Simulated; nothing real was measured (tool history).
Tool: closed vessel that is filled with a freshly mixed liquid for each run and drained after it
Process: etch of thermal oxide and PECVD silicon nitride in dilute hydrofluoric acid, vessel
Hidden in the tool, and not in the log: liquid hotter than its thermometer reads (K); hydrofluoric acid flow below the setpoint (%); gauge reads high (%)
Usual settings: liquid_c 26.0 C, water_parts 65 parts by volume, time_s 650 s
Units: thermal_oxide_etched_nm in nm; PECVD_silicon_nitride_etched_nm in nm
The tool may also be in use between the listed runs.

| run | hour | liquid_c | water_parts | time_s | wafers since the last listed run | hours since the thermometer was replaced | hours since the hydrofluoric acid flow meter was replaced | hours since the gauge calibration | read-back film thickness of the thermal oxide reference wafer, read on the same gauge (nm) | read-back film thickness of the PECVD silicon nitride reference wafer, read on the same gauge (nm) | thermal_oxide_etched_nm | PECVD_silicon_nitride_etched_nm |
|---|---|---|---|---|---|---|---|---|---|---|---|---|
| 1 | 0.0 | 26.0 | 65 | 650 | 0 | 828.7 | 473.6 | 468.0 | 130.00 | 29.98 | 51.13 | 30.72 |
| 2 | 26.2 | 26.0 | 65 | 650 | 2485 | 854.9 | 499.8 | 494.2 | 129.98 | 29.99 | 51.81 | 30.58 |
|  | 31.4 | gauge calibrated |
| 3 | 47.5 | 26.0 | 65 | 650 | 2020 | 876.2 | 521.1 | 16.1 | 129.98 | 29.97 | 50.98 | 30.62 |
| 4 | 80.6 | 26.0 | 65 | 650 | 3140 | 909.3 | 554.2 | 49.2 | 129.99 | 30.00 | 51.17 | 30.48 |
| 5 | 111.5 | 26.0 | 65 | 650 | 2931 | 940.2 | 585.1 | 80.1 | 129.99 | 30.00 | 51.14 | 30.63 |
| 6 | 135.5 | 26.0 | 65 | 650 | 2276 | 964.2 | 609.1 | 104.1 | 130.03 | 30.00 | 51.39 | 30.63 |
| 7 | 167.4 | 26.0 | 65 | 650 | 3026 | 996.1 | 641.0 | 136.0 | 130.00 | 30.00 | 51.29 | 30.78 |
| 8 | 183.1 | 26.0 | 65 | 650 | 1489 | 1011.8 | 656.7 | 151.7 | 129.98 | 30.01 | 51.67 | 30.59 |
| 9 | 233.4 | 24.0 | 45 | 1020 | 4771 | 1062.1 | 707.0 | 202.0 | 130.01 | 30.01 | 109.37 | 60.55 |
| 10 | 258.0 | 26.0 | 55 | 355 | 2333 | 1086.7 | 731.6 | 226.6 | 129.98 | 30.01 | 33.69 | 19.89 |
| 11 | 285.5 | 26.0 | 65 | 650 | 2608 | 1114.2 | 759.1 | 254.1 | 129.99 | 30.02 | 51.08 | 30.37 |
| 12 | 313.5 | 30.5 | 55 | 425 | 2656 | 1142.2 | 787.1 | 282.1 | 129.98 | 30.02 | 47.79 | 31.84 |
| 13 | 332.6 | 28.0 | 45 | 650 | 1811 | 1161.3 | 806.2 | 301.2 | 130.01 | 30.00 | 82.78 | 50.52 |
| 14 | 351.0 | 28.0 | 65 | 650 | 1745 | 1179.7 | 824.6 | 319.6 | 130.00 | 29.99 | 56.06 | 34.99 |
|  | 360.1 | thermometer replaced |
| 15 | 372.2 | 26.0 | 65 | 650 | 1916 | 12.1 | 845.8 | 340.8 | 130.01 | 30.01 | 51.46 | 30.49 |
| 16 | 388.0 | 26.0 | 65 | 650 | 1498 | 27.9 | 861.6 | 356.6 | 129.98 | 29.99 | 50.88 | 30.70 |
| 17 | 408.1 | 26.0 | 65 | 650 | 1906 | 48.0 | 881.7 | 376.7 | 130.01 | 30.00 | 51.52 | 30.44 |

Forecast run 18:
|  | 411.4 | hydrofluoric acid flow meter replaced |
|  | 438.7 | gauge calibrated |
| 18 | 439.0 | 29.0 | 65 | 650 | 2836 | 78.9 | 27.6 | 0.3 | ? | ? | ? | ? |

Run 18 gave read-back film thickness of the thermal oxide reference wafer, read on the same gauge (nm) 130.01, read-back film thickness of the PECVD silicon nitride reference wafer, read on the same gauge (nm) 29.99, thermal_oxide_etched_nm 58.26 nm, PECVD_silicon_nitride_etched_nm 37.47 nm.
Without the tool's hidden state the same run would have given thermal_oxide_etched_nm 58.26 nm, PECVD_silicon_nitride_etched_nm 37.47 nm.
